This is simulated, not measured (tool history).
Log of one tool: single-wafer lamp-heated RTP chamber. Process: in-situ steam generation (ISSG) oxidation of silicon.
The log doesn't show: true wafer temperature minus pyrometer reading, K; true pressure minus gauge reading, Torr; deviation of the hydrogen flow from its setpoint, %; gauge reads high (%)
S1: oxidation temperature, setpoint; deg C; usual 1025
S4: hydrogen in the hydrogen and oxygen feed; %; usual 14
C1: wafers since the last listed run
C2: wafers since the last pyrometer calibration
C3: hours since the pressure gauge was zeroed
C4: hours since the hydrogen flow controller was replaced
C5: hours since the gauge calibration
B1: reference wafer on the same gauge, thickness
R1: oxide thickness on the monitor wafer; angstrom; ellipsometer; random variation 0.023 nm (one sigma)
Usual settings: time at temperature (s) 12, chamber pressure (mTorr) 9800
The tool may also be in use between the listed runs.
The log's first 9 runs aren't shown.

{"hour": 123.6, "done": "pyrometer window cleaned and pyrometer calibrated"}
{"run": 10, "hour": 124.1, "S1": 1025, "time at temperature (s)": 12, "chamber pressure (mTorr)": 9800, "S4": 14, "C1": 36, "C2": 6, "C3": 12.2, "C4": 2896.3, "C5": 198.0, "B1": 4.809, "R1": 45.2}
{"run": 11, "hour": 136.2, "S1": 1025, "time at temperature (s)": 12, "chamber pressure (mTorr)": 9800, "S4": 14, "C1": 162, "C2": 168, "C3": 24.3, "C4": 2908.4, "C5": 210.1, "B1": 4.81, "R1": 45.57}
{"run": 12, "hour": 150.5, "S1": 1025, "time at temperature (s)": 12, "chamber pressure (mTorr)": 9800, "S4": 14, "C1": 192, "C2": 361, "C3": 38.6, "C4": 2922.7, "C5": 224.4, "B1": 4.81, "R1": 45.84}
{"run": 13, "hour": 159.2, "S1": 1025, "time at temperature (s)": 14, "chamber pressure (mTorr)": 9800, "S4": 11, "C1": 116, "C2": 478, "C3": 47.3, "C4": 2931.4, "C5": 233.1, "B1": 4.813, "R1": 46.66}
{"hour": 164.5, "done": "gauge calibrated"}
{"run": 14, "hour": 170.2, "S1": 1025, "time at temperature (s)": 14, "chamber pressure (mTorr)": 9800, "S4": 11, "C1": 147, "C2": 625, "C3": 58.3, "C4": 2942.4, "C5": 5.7, "B1": 4.815, "R1": 46.2}
{"run": 15, "hour": 177.4, "S1": 1025, "time at temperature (s)": 12, "chamber pressure (mTorr)": 9800, "S4": 14, "C1": 96, "C2": 722, "C3": 65.5, "C4": 2949.6, "C5": 12.9, "B1": 4.815, "R1": 45.38}
{"hour": 197.3, "done": "pyrometer window cleaned and pyrometer calibrated, repeated, since the last time left the tool worse"}
{"run": 16, "hour": 197.8, "S1": 1025, "time at temperature (s)": 12, "chamber pressure (mTorr)": 9800, "S4": 14, "C1": 166, "C2": 7, "C3": 85.9, "C4": 2970.0, "C5": 33.3, "B1": 4.818, "R1": 42.61}
{"run": 17, "hour": 202.3, "S1": 1025, "time at temperature (s)": 12, "chamber pressure (mTorr)": 9800, "S4": 14, "C1": 60, "C2": 67, "C3": 90.4, "C4": 2974.5, "C5": 37.8, "B1": 4.807, "R1": 43.36}
{"run": 18, "hour": 208.7, "S1": 1007, "time at temperature (s)": 11, "chamber pressure (mTorr)": 9800, "S4": 14, "C1": 86, "C2": 153, "C3": 96.8, "C4": 2980.9, "C5": 44.2, "B1": 4.813, "R1": 38.4}
{"run": 19, "hour": 219.7, "S1": 1025, "time at temperature (s)": 8, "chamber pressure (mTorr)": 10200, "S4": 14, "C1": 147, "C2": 301, "C3": 107.8, "C4": 2991.9, "C5": 55.2, "B1": 4.81, "R1": 35.36}
{"hour": 228.1, "done": "hydrogen flow controller replaced"}
{"run": 20, "hour": 229.6, "S1": 1025, "time at temperature (s)": 12, "chamber pressure (mTorr)": 9800, "S4": 14, "C1": 25, "C2": 327, "C3": 117.7, "C4": 1.5, "C5": 65.1, "B1": 4.806, "R1": 42.98}
{"run": 21, "hour": 235.7, "S1": 1025, "time at temperature (s)": 12, "chamber pressure (mTorr)": 9800, "S4": 19, "C1": 81, "C2": 409, "C3": 123.8, "C4": 7.6, "C5": 71.2, "B1": 4.807, "R1": 46.82}
{"run": 22, "hour": 247.8, "S1": 1025, "time at temperature (s)": 9, "chamber pressure (mTorr)": 10200, "S4": 14, "C1": 162, "C2": 571, "C3": 135.9, "C4": 19.7, "C5": 83.3, "B1": 4.805, "R1": 37.63}
{"run": 23, "hour": 265.6, "S1": 1025, "time at temperature (s)": 12, "chamber pressure (mTorr)": 9800, "S4": 19, "C1": 239, "C2": 810, "C3": 153.7, "C4": 37.5, "C5": 101.1, "B1": 4.807, "R1": 46.43}
{"run": 24, "hour": 273.8, "S1": 1037, "time at temperature (s)": 10, "chamber pressure (mTorr)": 9400, "S4": 11, "C1": 110, "C2": 921, "C3": 161.9, "C4": 45.7, "C5": 109.3, "B1": 4.809, "R1": 39.85}
{"run": 25, "hour": 289.4, "S1": 1025, "time at temperature (s)": 14, "chamber pressure (mTorr)": 8500, "S4": 14, "C1": 209, "C2": 1130, "C3": 177.5, "C4": 61.3, "C5": 124.9, "B1": 4.807, "R1": 47.76}
{"run": 26, "hour": 295.8, "S1": 1044, "time at temperature (s)": 12, "chamber pressure (mTorr)": 9800, "S4": 14, "C1": 86, "C2": 1216, "C3": 183.9, "C4": 67.7, "C5": 131.3, "B1": 4.812, "R1": 47.14}
{"run": 27, "hour": 306.9, "S1": 1025, "time at temperature (s)": 12, "chamber pressure (mTorr)": 9800, "S4": 14, "C1": 149, "C2": 1365, "C3": 195.0, "C4": 78.8, "C5": 142.4, "B1": 4.809, "R1": 43.84}
{"run": 28, "hour": 322.1, "S1": 1025, "time at temperature (s)": 12, "chamber pressure (mTorr)": 9800, "S4": 14, "C1": 204, "C2": 1570, "C3": 210.2, "C4": 94.0, "C5": 157.6, "B1": 4.811, "R1": 43.54}
{"run": 29, "hour": 335.0, "S1": 1025, "time at temperature (s)": 12, "chamber pressure (mTorr)": 8900, "S4": 14, "C1": 173, "C2": 1743, "C3": 223.1, "C4": 106.9, "C5": 170.5, "B1": 4.812, "R1": 44.23}
{"run": 30, "hour": 352.9, "S1": 1025, "time at temperature (s)": 12, "chamber pressure (mTorr)": 9800, "S4": 21, "C1": 240, "C2": 1983, "C3": 241.0, "C4": 124.8, "C5": 188.4, "B1": 4.809, "R1": 47.79}

5 ways to go on from here, each from the tool as it stands after run 30. What would each give?
{"run": "A", "hour": 353.3, "S1": 1025, "time at temperature (s)": 12, "chamber pressure (mTorr)": 9800, "S4": 14, "C1": 5, "C2": 1989, "C3": 241.4, "C4": 125.2, "C5": 188.8, "B1": "?", "R1": "?"}
{"run": "B", "hour": 353.3, "S1": 1017, "time at temperature (s)": 15, "chamber pressure (mTorr)": 8700, "S4": 14, "C1": 5, "C2": 1989, "C3": 241.4, "C4": 125.2, "C5": 188.8, "B1": "?", "R1": "?"}
{"run": "C", "hour": 353.3, "S1": 1025, "time at temperature (s)": 12, "chamber pressure (mTorr)": 9100, "S4": 14, "C1": 5, "C2": 1989, "C3": 241.4, "C4": 125.2, "C5": 188.8, "B1": "?", "R1": "?"}
{"run": "D", "hour": 353.3, "S1": 1013, "time at temperature (s)": 11, "chamber pressure (mTorr)": 9100, "S4": 22, "C1": 5, "C2": 1989, "C3": 241.4, "C4": 125.2, "C5": 188.8, "B1": "?", "R1": "?"}
{"run": "E", "hour": 353.3, "S1": 1025, "time at temperature (s)": 9, "chamber pressure (mTorr)": 9000, "S4": 14, "C1": 5, "C2": 1989, "C3": 241.4, "C4": 125.2, "C5": 188.8, "B1": "?", "R1": "?"}

run=A B1=4.805 R1=43.44
run=B B1=4.805 R1=47.32
run=C B1=4.805 R1=43.83
run=D B1=4.805 R1=44.63
run=E B1=4.805 R1=38.30
Without the tool's hidden state the same runs would have given:
run=A R1=42.77
run=B R1=46.58
run=C R1=43.16
run=D R1=44.01
run=E R1=37.77
